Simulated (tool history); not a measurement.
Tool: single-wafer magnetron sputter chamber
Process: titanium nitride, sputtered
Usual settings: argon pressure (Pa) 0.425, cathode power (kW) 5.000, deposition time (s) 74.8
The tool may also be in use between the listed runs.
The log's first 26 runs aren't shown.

| run | day | argon pressure (Pa) | cathode power (kW) | deposition time (s) | wafers since the last listed run | wafers on the sputter target | hours since the last manometer calibration | hours since the magnet pack was replaced | hours since the gauge calibration | read-back reference wafer on the same gauge, thickness_nm | mean film thickness on the monitor wafer (angstrom) |
|---|---|---|---|---|---|---|---|---|---|---|---|
|  | 12.771 | sputter target and shields replaced |
| 27 | 12.792 | 0.425 | 5.750 | 67.8 | 29 | 6 | 126.0 | 86.1 | 59.7 | 51.871 | 659.76 |
| 28 | 12.946 | 0.516 | 5.000 | 82.3 | 47 | 54 | 129.7 | 89.8 | 63.4 | 51.890 | 685.23 |
| 29 | 13.488 | 0.563 | 4.350 | 65.4 | 168 | 222 | 142.7 | 102.8 | 76.4 | 51.869 | 471.73 |
| 30 | 13.950 | 0.425 | 5.000 | 74.8 | 143 | 366 | 153.8 | 113.9 | 87.5 | 51.914 | 641.63 |
| 31 | 14.567 | 0.378 | 3.950 | 61.0 | 191 | 557 | 168.6 | 128.7 | 102.3 | 51.874 | 431.57 |
| 32 | 14.946 | 0.425 | 5.000 | 74.8 | 117 | 675 | 177.7 | 137.8 | 111.4 | 51.891 | 637.14 |
| 33 | 15.612 | 0.499 | 6.250 | 79.6 | 206 | 882 | 193.7 | 153.8 | 127.4 | 51.906 | 804.73 |
| 34 | 16.304 | 0.378 | 3.950 | 61.0 | 214 | 1097 | 210.3 | 170.4 | 144.0 | 51.902 | 429.90 |
| 35 | 16.712 | 0.425 | 4.300 | 74.8 | 126 | 1224 | 220.1 | 180.2 | 153.8 | 51.910 | 558.69 |

Forecast each of these 4 alternatives for the next run:
| A | 16.729 | 0.311 | 5.000 | 74.8 | 5 | 1229 | 220.5 | 180.6 | 154.2 | ? | ? |
| B | 16.729 | 0.524 | 3.950 | 60.1 | 5 | 1229 | 220.5 | 180.6 | 154.2 | ? | ? |
| C | 16.729 | 0.425 | 4.000 | 74.8 | 5 | 1229 | 220.5 | 180.6 | 154.2 | ? | ? |
| D | 16.729 | 0.595 | 5.000 | 74.8 | 5 | 1229 | 220.5 | 180.6 | 154.2 | ? | ? |

| run | read-back reference wafer on the same gauge, thickness_nm | mean film thickness on the monitor wafer (angstrom) |
|---|---|---|
| A | 51.874 | 668.93 |
| B | 51.874 | 402.64 |
| C | 51.874 | 525.88 |
| D | 51.874 | 600.88 |
Without the tool's hidden state the same runs would have given:
| run | mean film thickness on the monitor wafer (angstrom) |
|---|---|
| A | 674.39 |
| B | 405.93 |
| C | 530.18 |
| D | 605.79 |
